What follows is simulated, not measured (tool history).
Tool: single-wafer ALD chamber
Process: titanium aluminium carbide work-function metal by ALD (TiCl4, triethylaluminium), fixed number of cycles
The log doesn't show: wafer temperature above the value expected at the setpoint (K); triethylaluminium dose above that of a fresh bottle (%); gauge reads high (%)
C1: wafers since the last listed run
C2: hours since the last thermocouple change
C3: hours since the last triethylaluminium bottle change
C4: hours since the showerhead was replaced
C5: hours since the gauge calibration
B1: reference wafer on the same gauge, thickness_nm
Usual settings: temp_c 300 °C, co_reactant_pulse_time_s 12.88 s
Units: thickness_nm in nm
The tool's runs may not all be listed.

run 1 day=0.000 | temp_c=289 co_reactant_pulse_time_s=11.42 | C1=0 C2=1502.3 C3=572.1 C4=3660.6 C5=1393.0 | B1=1.920 | thickness_nm=1.834
run 2 day=2.004 | temp_c=306 co_reactant_pulse_time_s=12.88 | C1=749 C2=1550.4 C3=620.2 C4=3708.7 C5=1441.1 | B1=1.920 | thickness_nm=2.017
run 3 day=4.579 | temp_c=300 co_reactant_pulse_time_s=12.88 | C1=963 C2=1612.2 C3=682.0 C4=3770.5 C5=1502.9 | B1=1.920 | thickness_nm=1.957
run 4 day=6.908 | temp_c=300 co_reactant_pulse_time_s=12.88 | C1=871 C2=1668.1 C3=737.9 C4=3826.4 C5=1558.8 | B1=1.921 | thickness_nm=1.950
run 5 day=8.204 | temp_c=300 co_reactant_pulse_time_s=12.88 | C1=484 C2=1699.2 C3=769.0 C4=3857.5 C5=1589.9 | B1=1.919 | thickness_nm=1.932
run 6 day=10.250 | temp_c=300 co_reactant_pulse_time_s=12.88 | C1=765 C2=1748.3 C3=818.1 C4=3906.6 C5=1639.0 | B1=1.920 | thickness_nm=1.942
run 7 day=11.842 | temp_c=300 co_reactant_pulse_time_s=12.88 | C1=595 C2=1786.5 C3=856.3 C4=3944.8 C5=1677.2 | B1=1.920 | thickness_nm=1.947
-- day=12.538 triethylaluminium bottle replaced
run 8 day=13.892 | temp_c=300 co_reactant_pulse_time_s=12.88 | C1=642 C2=1835.7 C3=32.5 C4=3994.0 C5=1726.4 | B1=1.919 | thickness_nm=1.986
-- day=15.325 gauge calibrated
run 9 day=15.962 | temp_c=296 co_reactant_pulse_time_s=12.88 | C1=774 C2=1885.4 C3=82.2 C4=4043.7 C5=15.3 | B1=1.920 | thickness_nm=1.929
-- day=18.092 thermocouple changed; heater temperature recalibrated
run 10 day=20.554 | temp_c=296 co_reactant_pulse_time_s=12.88 | C1=1592 C2=59.1 C3=192.4 C4=4153.9 C5=125.5 | B1=1.919 | thickness_nm=1.936
run 11 day=22.629 | temp_c=296 co_reactant_pulse_time_s=12.88 | C1=776 C2=108.9 C3=242.2 C4=4203.7 C5=175.3 | B1=1.924 | thickness_nm=1.936
-- day=23.371 showerhead replaced, of another model than before
run 12 day=24.988 | temp_c=300 co_reactant_pulse_time_s=12.88 | C1=757 C2=165.5 C3=298.8 C4=38.8 C5=231.9 | B1=1.922 | thickness_nm=1.965
run 13 day=27.762 | temp_c=300 co_reactant_pulse_time_s=12.88 | C1=1037 C2=232.1 C3=365.4 C4=105.4 C5=298.5 | B1=1.922 | thickness_nm=1.957
run 14 day=30.533 | temp_c=314 co_reactant_pulse_time_s=8.88 | C1=1036 C2=298.6 C3=431.9 C4=171.9 C5=365.0 | B1=1.921 | thickness_nm=2.044
run 15 day=32.838 | temp_c=304 co_reactant_pulse_time_s=8.80 | C1=861 C2=353.9 C3=487.2 C4=227.2 C5=420.3 | B1=1.922 | thickness_nm=1.921
run 16 day=34.562 | temp_c=295 co_reactant_pulse_time_s=16.16 | C1=645 C2=395.3 C3=528.6 C4=268.6 C5=461.7 | B1=1.923 | thickness_nm=1.940
run 17 day=36.329 | temp_c=300 co_reactant_pulse_time_s=12.88 | C1=660 C2=437.7 C3=571.0 C4=311.0 C5=504.1 | B1=1.919 | thickness_nm=1.967
run 18 day=38.746 | temp_c=292 co_reactant_pulse_time_s=9.46 | C1=903 C2=495.7 C3=629.0 C4=369.0 C5=562.1 | B1=1.918 | thickness_nm=1.805
run 19 day=40.192 | temp_c=310 co_reactant_pulse_time_s=14.43 | C1=540 C2=530.4 C3=663.7 C4=403.7 C5=596.8 | B1=1.922 | thickness_nm=2.071
run 20 day=42.579 | temp_c=289 co_reactant_pulse_time_s=7.90 | C1=892 C2=587.7 C3=721.0 C4=461.0 C5=654.1 | B1=1.920 | thickness_nm=1.738
run 21 day=45.371 | temp_c=293 co_reactant_pulse_time_s=9.56 | C1=1044 C2=654.7 C3=788.0 C4=528.0 C5=721.1 | B1=1.920 | thickness_nm=1.820
run 22 day=47.012 | temp_c=293 co_reactant_pulse_time_s=17.97 | C1=613 C2=694.1 C3=827.4 C4=567.4 C5=760.5 | B1=1.923 | thickness_nm=1.907
-- day=47.750 triethylaluminium bottle replaced
run 23 day=48.821 | temp_c=300 co_reactant_pulse_time_s=12.88 | C1=551 C2=737.5 C3=25.7 C4=610.8 C5=803.9 | B1=1.919 | thickness_nm=1.979
run 24 day=50.912 | temp_c=296 co_reactant_pulse_time_s=11.32 | C1=782 C2=787.7 C3=75.9 C4=661.0 C5=854.1 | B1=1.920 | thickness_nm=1.924
run 25 day=53.817 | temp_c=313 co_reactant_pulse_time_s=15.61 | C1=1086 C2=857.4 C3=145.6 C4=730.7 C5=923.8 | B1=1.921 | thickness_nm=2.114
run 26 day=56.312 | temp_c=296 co_reactant_pulse_time_s=14.44 | C1=933 C2=917.3 C3=205.5 C4=790.6 C5=983.7 | B1=1.920 | thickness_nm=1.944
run 27 day=57.746 | temp_c=314 co_reactant_pulse_time_s=8.88 | C1=536 C2=951.7 C3=239.9 C4=825.0 C5=1018.1 | B1=1.922 | thickness_nm=2.044
run 28 day=59.833 | temp_c=308 co_reactant_pulse_time_s=14.48 | C1=780 C2=1001.8 C3=290.0 C4=875.1 C5=1068.2 | B1=1.920 | thickness_nm=2.067
run 29 day=62.250 | temp_c=300 co_reactant_pulse_time_s=10.98 | C1=903 C2=1059.8 C3=348.0 C4=933.1 C5=1126.2 | B1=1.918 | thickness_nm=1.944
run 30 day=63.733 | temp_c=300 co_reactant_pulse_time_s=12.88 | C1=554 C2=1095.4 C3=383.6 C4=968.7 C5=1161.8 | B1=1.920 | thickness_nm=1.966
run 31 day=65.900 | temp_c=294 co_reactant_pulse_time_s=16.52 | C1=810 C2=1147.4 C3=435.6 C4=1020.7 C5=1213.8 | B1=1.920 | thickness_nm=1.911
run 32 day=68.358 | temp_c=294 co_reactant_pulse_time_s=16.50 | C1=919 C2=1206.4 C3=494.6 C4=1079.7 C5=1272.8 | B1=1.919 | thickness_nm=1.930

Some steps in thickness_nm between neighbouring runs. How much of each would the tool show without its hidden state too (settings, what came in, random variation), and how much is left for the hidden state, with any gauge scatter that isn't in both results?
Run 7 -> 8: triethylaluminium bottle replaced. thickness_nm +0.039 nm: hidden state +0.037, all else +0.002.
Run 18 -> 19: temp_c 292 -> 310, co_reactant_pulse_time_s 9.46 -> 14.43. thickness_nm +0.266 nm: hidden state +0.028, all else +0.238.
Run 19 -> 20: temp_c 310 -> 289, co_reactant_pulse_time_s 14.43 -> 7.90. thickness_nm -0.333 nm: hidden state -0.058, all else -0.275.
Run 21 -> 22: co_reactant_pulse_time_s 9.56 -> 17.97. thickness_nm +0.087 nm: hidden state +0.060, all else +0.027.
Run 24 -> 25: temp_c 296 -> 313, co_reactant_pulse_time_s 11.32 -> 15.61. thickness_nm +0.190 nm: hidden state +0.004, all else +0.186.
